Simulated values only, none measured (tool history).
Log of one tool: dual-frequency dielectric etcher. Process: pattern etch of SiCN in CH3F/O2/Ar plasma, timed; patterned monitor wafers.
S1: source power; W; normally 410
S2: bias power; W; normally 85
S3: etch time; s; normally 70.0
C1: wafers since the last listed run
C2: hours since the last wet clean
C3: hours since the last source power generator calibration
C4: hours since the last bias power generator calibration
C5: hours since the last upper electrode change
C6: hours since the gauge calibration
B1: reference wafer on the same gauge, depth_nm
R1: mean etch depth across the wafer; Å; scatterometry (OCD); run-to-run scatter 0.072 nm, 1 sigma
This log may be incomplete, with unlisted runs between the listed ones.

{"run": 1, "day": 0.0, "S1": 450, "S2": 85, "S3": 70.0, "C1": 0, "C2": 33.0, "C3": 2929.8, "C4": 1817.6, "C5": 2722.8, "C6": 87.2, "B1": 24.71, "R1": 290.3}
{"run": 2, "day": 1.396, "S1": 450, "S2": 85, "S3": 70.0, "C1": 286, "C2": 66.5, "C3": 2963.3, "C4": 1851.1, "C5": 2756.3, "C6": 120.7, "B1": 24.72, "R1": 292.0}
{"run": 3, "day": 2.579, "S1": 410, "S2": 85, "S3": 70.0, "C1": 242, "C2": 94.9, "C3": 2991.7, "C4": 1879.5, "C5": 2784.7, "C6": 149.1, "B1": 24.76, "R1": 282.6}
{"run": 4, "day": 3.617, "S1": 410, "S2": 85, "S3": 55.0, "C1": 212, "C2": 119.8, "C3": 3016.6, "C4": 1904.4, "C5": 2809.6, "C6": 174.0, "B1": 24.78, "R1": 222.1}
{"run": 5, "day": 4.988, "S1": 440, "S2": 85, "S3": 70.0, "C1": 281, "C2": 152.7, "C3": 3049.5, "C4": 1937.3, "C5": 2842.5, "C6": 206.9, "B1": 24.77, "R1": 289.0}
{"run": 6, "day": 9.233, "S1": 440, "S2": 85, "S3": 70.0, "C1": 871, "C2": 254.6, "C3": 3151.4, "C4": 2039.2, "C5": 2944.4, "C6": 308.8, "B1": 24.92, "R1": 291.5}
{"run": 7, "day": 10.892, "S1": 440, "S2": 85, "S3": 70.0, "C1": 340, "C2": 294.4, "C3": 3191.2, "C4": 2079.0, "C5": 2984.2, "C6": 348.6, "B1": 24.91, "R1": 290.6}
{"day": 14.396, "done": "upper electrode replaced"}
{"run": 8, "day": 15.608, "S1": 410, "S2": 85, "S3": 75.0, "C1": 762, "C2": 407.6, "C3": 3304.4, "C4": 2192.2, "C5": 29.1, "C6": 461.8, "B1": 25.01, "R1": 305.7}
{"run": 9, "day": 16.9, "S1": 410, "S2": 85, "S3": 75.0, "C1": 264, "C2": 438.6, "C3": 3335.4, "C4": 2223.2, "C5": 60.1, "C6": 492.8, "B1": 25.05, "R1": 306.5}
{"day": 18.158, "done": "source power generator calibrated"}
{"day": 18.25, "done": "wet clean of the chamber"}
{"run": 10, "day": 18.271, "S1": 470, "S2": 85, "S3": 76.5, "C1": 228, "C2": 0.5, "C3": 2.7, "C4": 2256.1, "C5": 93.0, "C6": 525.7, "B1": 25.05, "R1": 326.6}
{"day": 19.346, "done": "gauge calibrated"}
{"run": 11, "day": 19.375, "S1": 470, "S2": 85, "S3": 76.5, "C1": 226, "C2": 27.0, "C3": 29.2, "C4": 2282.6, "C5": 119.5, "C6": 0.7, "B1": 24.72, "R1": 324.4}
{"day": 20.162, "done": "bias power generator calibrated"}
{"run": 12, "day": 20.796, "S1": 340, "S2": 85, "S3": 83.5, "C1": 257, "C2": 61.1, "C3": 63.3, "C4": 15.2, "C5": 153.6, "C6": 34.8, "B1": 24.77, "R1": 315.2}
{"run": 13, "day": 23.183, "S1": 450, "S2": 103, "S3": 61.5, "C1": 489, "C2": 118.4, "C3": 120.6, "C4": 72.5, "C5": 210.9, "C6": 92.1, "B1": 24.8, "R1": 275.0}
{"run": 14, "day": 25.75, "S1": 410, "S2": 85, "S3": 55.0, "C1": 526, "C2": 180.0, "C3": 182.2, "C4": 134.1, "C5": 272.5, "C6": 153.7, "B1": 24.85, "R1": 222.1}
{"run": 15, "day": 27.904, "S1": 450, "S2": 74, "S3": 55.0, "C1": 441, "C2": 231.7, "C3": 233.9, "C4": 185.8, "C5": 324.2, "C6": 205.4, "B1": 24.9, "R1": 219.8}

Run 16 has not been measured yet. What should we expect?
{"run": 16, "day": 30.521, "S1": 410, "S2": 85, "S3": 70.0, "C1": 536, "C2": 294.5, "C3": 296.7, "C4": 248.6, "C5": 387.0, "C6": 268.2, "B1": "?", "R1": "?"}

{"run 16": {"B1": 24.95, "R1": 282.6}}
With no hidden state in the tool, this same run would have given R1 279.6 Å.

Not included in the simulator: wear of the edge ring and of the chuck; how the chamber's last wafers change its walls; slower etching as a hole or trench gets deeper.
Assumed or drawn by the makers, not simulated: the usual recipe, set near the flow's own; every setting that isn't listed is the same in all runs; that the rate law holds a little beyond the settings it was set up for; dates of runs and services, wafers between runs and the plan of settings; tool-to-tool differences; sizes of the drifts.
